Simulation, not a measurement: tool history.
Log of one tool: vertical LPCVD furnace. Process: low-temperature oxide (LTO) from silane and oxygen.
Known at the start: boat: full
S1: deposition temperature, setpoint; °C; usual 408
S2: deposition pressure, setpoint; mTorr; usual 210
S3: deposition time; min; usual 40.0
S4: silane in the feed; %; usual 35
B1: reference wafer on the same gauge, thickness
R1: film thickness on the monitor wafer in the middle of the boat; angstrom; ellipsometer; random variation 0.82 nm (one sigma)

Run 1, hour 0.0: usual settings but S2 230 mTorr, S4 31 %; B1 360.16. Result: R1 2945.4 angstrom.
Run 2, hour 38.9: usual settings but S2 230 mTorr, S4 31 %; B1 359.98. Result: R1 2937.8 angstrom.
Run 3, hour 64.2: usual settings but S2 225 mTorr; B1 359.96. Result: R1 3395.9 angstrom.
At hour 82.9: gauge calibrated.
Run 4, hour 109.4: usual settings but S2 225 mTorr; B1 359.96. Result: R1 3401.2 angstrom.
At hour 142.8: thermocouples replaced and temperature profile calibrated.
Run 5, hour 168.6: usual settings but S1 412 °C, S4 32 %; B1 360.01. Result: R1 2937.8 angstrom.
Run 6, hour 193.2: usual settings but S4 40 %; B1 360.03. Result: R1 3723.3 angstrom.
Run 7, hour 258.1: usual settings but S4 40 %; B1 359.80. Result: R1 3728.9 angstrom.
Run 8, hour 286.7: usual settings; B1 360.27. Result: R1 3151.9 angstrom.
Run 9, hour 355.2: usual settings but S1 398 °C, S2 170 mTorr, S3 34.0 min, S4 40 %; B1 360.20. Result: R1 2291.8 angstrom.
Run 10, hour 379.8: usual settings but S1 413 °C, S3 52.0 min; B1 359.74. Result: R1 4342.6 angstrom.
Run 11, hour 425.6: usual settings but S2 195 mTorr; B1 360.28. Result: R1 2926.5 angstrom.
Run 12, hour 473.6: usual settings but S4 41 %; B1 359.96. Result: R1 3842.5 angstrom.
Run 13, hour 504.6: usual settings but S1 397 °C, S4 38 %; B1 359.76. Result: R1 3108.0 angstrom.
Run 14, hour 546.6: usual settings but S1 404 °C, S2 195 mTorr, S3 45.0 min, S4 31 %; B1 360.08. Result: R1 2656.5 angstrom.
Run 15, hour 580.9: usual settings; B1 360.23. Result: R1 3150.5 angstrom.
Run 16, hour 637.7: usual settings but S2 190 mTorr; B1 360.23. Result: R1 2835.1 angstrom.
Run 17, hour 698.5: usual settings but S1 397 °C; B1 360.13. Result: R1 2784.3 angstrom.
At hour 762.7: silane flow controller replaced.
Run 18, hour 898.4: usual settings; B1 359.96. Result: R1 3135.2 angstrom.
Run 19, hour 938.1: usual settings but S1 412 °C; B1 359.84. Result: R1 3299.2 angstrom.
Run 20, hour 966.4: usual settings but S4 30 %; B1 360.10. Result: R1 2551.0 angstrom.
At hour 991.6: pressure gauge zeroed.
Run 21, hour 1018.1: usual settings but S4 38 %; B1 359.83. Result: R1 3594.2 angstrom.
Run 22, hour 1046.3: usual settings but S1 416 °C, S2 240 mTorr, S4 39 %; B1 360.14. Result: R1 4624.7 angstrom.
Run 23, hour 1152.7: usual settings but S1 400 °C, S2 175 mTorr, S3 33.0 min, S4 29 %; B1 359.85. Result: R1 1561.1 angstrom.
Run 24, hour 1181.3: usual settings but S3 48.5 min; B1 360.06. Result: R1 3931.5 angstrom.
Run 25, hour 1246.1: usual settings but S1 402 °C, S3 46.5 min; B1 359.65. Result: R1 3524.4 angstrom.
Run 26, hour 1284.2: usual settings but S1 404 °C, S2 225 mTorr, S3 45.0 min, S4 41 %; B1 360.24. Result: R1 4532.9 angstrom.
Run 27, hour 1352.6: usual settings but S3 27.0 min; B1 359.89. Result: R1 2186.0 angstrom.
Run 28, hour 1410.5: usual settings but S3 48.0 min, S4 32 %; B1 359.92. Result: R1 3442.6 angstrom.
Run 29, hour 1457.4: usual settings but S1 398 °C; B1 360.08. Result: R1 2889.1 angstrom.
Run 30, hour 1510.9: usual settings but S1 402 °C, S3 46.5 min; B1 359.93. Result: R1 3509.5 angstrom.
At hour 1525.0: gauge calibrated.
Run 31, hour 1574.2: usual settings; B1 360.01. Result: R1 3241.5 angstrom.

Forecast each of these 4 alternatives for the next run:
Run A, hour 1577.9: usual settings; B1 ?. Result: R1 ?.
Run B, hour 1577.9: usual settings but S2 235 mTorr, S4 31 %; B1 ?. Result: R1 ?.
Run C, hour 1577.9: usual settings but S1 419 °C, S3 55.5 min, S4 38 %; B1 ?. Result: R1 ?.
Run D, hour 1577.9: usual settings but S3 30.0 min; B1 ?. Result: R1 ?.

run      B1      R1
  A  359.90  3231.6
  B  359.90  3065.4
  C  359.90  5594.4
  D  359.90  2423.7
Without the tool's hidden state the same runs would have given:
run      R1
  A  3245.9
  B  3077.5
  C  5619.2
  D  2434.4
